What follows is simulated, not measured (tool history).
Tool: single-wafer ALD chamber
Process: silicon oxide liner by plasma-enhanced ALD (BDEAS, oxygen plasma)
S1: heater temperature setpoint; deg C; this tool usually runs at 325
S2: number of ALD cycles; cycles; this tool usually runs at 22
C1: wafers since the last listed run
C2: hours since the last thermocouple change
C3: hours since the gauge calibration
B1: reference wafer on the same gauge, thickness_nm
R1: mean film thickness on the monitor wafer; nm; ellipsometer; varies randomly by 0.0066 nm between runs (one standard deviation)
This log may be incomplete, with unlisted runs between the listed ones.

Run 1, day 0.000: usual settings but S2 23 cycles; C1 0; C2 1285.9; C3 105.6; B1 1.700. Result: R1 2.189 nm.
Run 2, day 1.333: usual settings but S2 23 cycles; C1 511; C2 1317.9; C3 137.6; B1 1.700. Result: R1 2.186 nm.
Run 3, day 2.721: usual settings but S2 25 cycles; C1 532; C2 1351.2; C3 170.9; B1 1.702. Result: R1 2.379 nm.
Run 4, day 4.079: usual settings but S2 25 cycles; C1 520; C2 1383.8; C3 203.5; B1 1.704. Result: R1 2.383 nm.
Run 5, day 8.438: usual settings; C1 1671; C2 1488.4; C3 308.1; B1 1.712. Result: R1 2.106 nm.
Run 6, day 8.958: usual settings but S2 19 cycles; C1 199; C2 1500.9; C3 320.6; B1 1.713. Result: R1 1.818 nm.
Run 7, day 10.429: usual settings but S2 19 cycles; C1 564; C2 1536.2; C3 355.9; B1 1.717. Result: R1 1.840 nm.
Run 8, day 11.067: usual settings but S2 19 cycles; C1 244; C2 1551.5; C3 371.2; B1 1.719. Result: R1 1.823 nm.
At day 12.612: thermocouple changed; heater temperature recalibrated.
At day 14.004: gauge calibrated.
Run 9, day 14.692: usual settings; C1 1262; C2 49.9; C3 16.5; B1 1.699. Result: R1 2.098 nm.
Run 10, day 16.067: usual settings; C1 527; C2 82.9; C3 49.5; B1 1.699. Result: R1 2.091 nm.
Run 11, day 16.996: usual settings but S1 311 deg C; C1 356; C2 105.2; C3 71.8; B1 1.699. Result: R1 2.135 nm.
Run 12, day 18.346: usual settings but S2 19 cycles; C1 517; C2 137.6; C3 104.2; B1 1.700. Result: R1 1.815 nm.
Run 13, day 19.208: usual settings but S1 316 deg C, S2 24 cycles; C1 330; C2 158.3; C3 124.9; B1 1.700. Result: R1 2.316 nm.
Run 14, day 20.546: usual settings; C1 513; C2 190.4; C3 157.0; B1 1.702. Result: R1 2.094 nm.
Run 15, day 21.271: usual settings but S1 336 deg C; C1 278; C2 207.8; C3 174.4; B1 1.704. Result: R1 2.058 nm.
Run 16, day 22.392: usual settings but S1 332 deg C, S2 20 cycles; C1 429; C2 234.7; C3 201.3; B1 1.704. Result: R1 1.881 nm.
Run 17, day 23.325: usual settings but S1 314 deg C, S2 25 cycles; C1 357; C2 257.1; C3 223.7; B1 1.706. Result: R1 2.432 nm.
Run 18, day 24.421: usual settings but S2 20 cycles; C1 420; C2 283.4; C3 250.0; B1 1.709. Result: R1 1.916 nm.
Run 19, day 25.296: usual settings; C1 335; C2 304.4; C3 271.0; B1 1.710. Result: R1 2.116 nm.
Run 20, day 26.425: usual settings but S1 319 deg C, S2 25 cycles; C1 433; C2 331.5; C3 298.1; B1 1.713. Result: R1 2.415 nm.
Run 21, day 27.038: usual settings; C1 234; C2 346.2; C3 312.8; B1 1.715. Result: R1 2.117 nm.

The logged runs with the hidden state left out (each run's random variation unchanged):
Hidden state at play: wafer temperature above the value expected at the setpoint (K); gauge reads high (%).
run     R1
  1  2.190
  2  2.186
  3  2.376
  4  2.377
  5  2.091
  6  1.804
  7  1.821
  8  1.802
  9  2.100
 10  2.093
 11  2.136
 12  1.815
 13  2.315
 14  2.092
 15  2.055
 16  1.876
 17  2.423
 18  1.907
 19  2.103
 20  2.398
 21  2.100
